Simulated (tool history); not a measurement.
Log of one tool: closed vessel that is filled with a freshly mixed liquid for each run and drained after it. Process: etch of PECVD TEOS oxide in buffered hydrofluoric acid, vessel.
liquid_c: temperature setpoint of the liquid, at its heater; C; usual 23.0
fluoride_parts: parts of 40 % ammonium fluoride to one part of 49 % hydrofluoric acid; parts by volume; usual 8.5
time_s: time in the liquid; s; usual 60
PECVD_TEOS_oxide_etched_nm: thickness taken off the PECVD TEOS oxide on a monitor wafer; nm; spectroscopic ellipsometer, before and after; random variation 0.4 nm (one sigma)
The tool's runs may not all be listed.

run    hour  liquid_c  fluoride_parts  time_s  wafers since the last listed run  hours since the thermometer was replaced  hours since the hydrofluoric acid flow meter was replaced  hours since the gauge calibration  read-back film thickness of the PECVD TEOS oxide reference wafer, read on the same gauge (nm)  PECVD_TEOS_oxide_etched_nm
  1     0.0      23.0             6.5      60                                 0                                    1540.9                                                     1265.6                              212.2                                                                                          79.96                      118.95
  2    48.9      23.0             8.5      60                              6723                                    1589.8                                                     1314.5                              261.1                                                                                          80.01                       90.84
  3   120.1      23.0             8.5      60                              9790                                    1661.0                                                     1385.7                              332.3                                                                                          80.01                       91.58
  4   169.9      23.0             8.5      70                              6847                                    1710.8                                                     1435.5                              382.1                                                                                          80.01                      105.79
  5   228.1      23.0             8.5      70                              8002                                    1769.0                                                     1493.7                              440.3                                                                                          80.02                      106.81
  6   284.0      23.0             8.5      60                              7686                                    1824.9                                                     1549.6                              496.2                                                                                          79.99                       92.17
  7   460.3      23.0             9.5      60                             24242                                    2001.2                                                     1725.9                              672.5                                                                                          79.96                       81.19
  8   511.6      23.0             8.5      60                              7053                                    2052.5                                                     1777.2                              723.8                                                                                          80.01                       92.43
  9   550.4      23.0             8.5      60                              5335                                    2091.3                                                     1816.0                              762.6                                                                                          79.96                       91.93
 10   619.3      23.0             8.5      60                              9474                                    2160.2                                                     1884.9                              831.5                                                                                          80.01                       93.20
 11   652.5      23.0             8.5      30                              4565                                    2193.4                                                     1918.1                              864.7                                                                                          79.98                       46.54
 12   698.3      23.0             8.5      30                              6297                                    2239.2                                                     1963.9                              910.5                                                                                          80.00                       45.89
 13   741.8      23.0             8.5      60                              5981                                    2282.7                                                     2007.4                              954.0                                                                                          80.03                       92.85
 14   794.2      23.0             8.5      60                              7205                                    2335.1                                                     2059.8                             1006.4                                                                                          80.00                       92.80
      822.4  -- hydrofluoric acid flow meter replaced
 15   859.7      23.0             8.5      60                              8869                                    2400.6                                                       37.3                             1071.9                                                                                          79.98                       95.85
      897.9  -- gauge calibrated
 16   910.9      23.0             8.5      40                              7040                                    2451.8                                                       88.5                               13.0                                                                                          79.98                       64.15
      974.7  -- thermometer replaced
 17   976.3      23.0             8.5      60                              8855                                       1.6                                                      153.9                               78.4                                                                                          80.00                       97.02
 18  1012.6      18.0             6.0      40                              4991                                      37.9                                                      190.2                              114.7                                                                                          80.00                       67.27

The next listed run, before its measurement:
 19  1049.2      27.5             8.5      60                              5032                                      74.5                                                      226.8                              151.3                                                                                              ?                           ?

{"run 19": {"read-back film thickness of the PECVD TEOS oxide reference wafer, read on the same gauge (nm)": 80.03, "PECVD_TEOS_oxide_etched_nm": 122.47}}
Without the tool's hidden state the same run would have given PECVD_TEOS_oxide_etched_nm 110.43 nm.
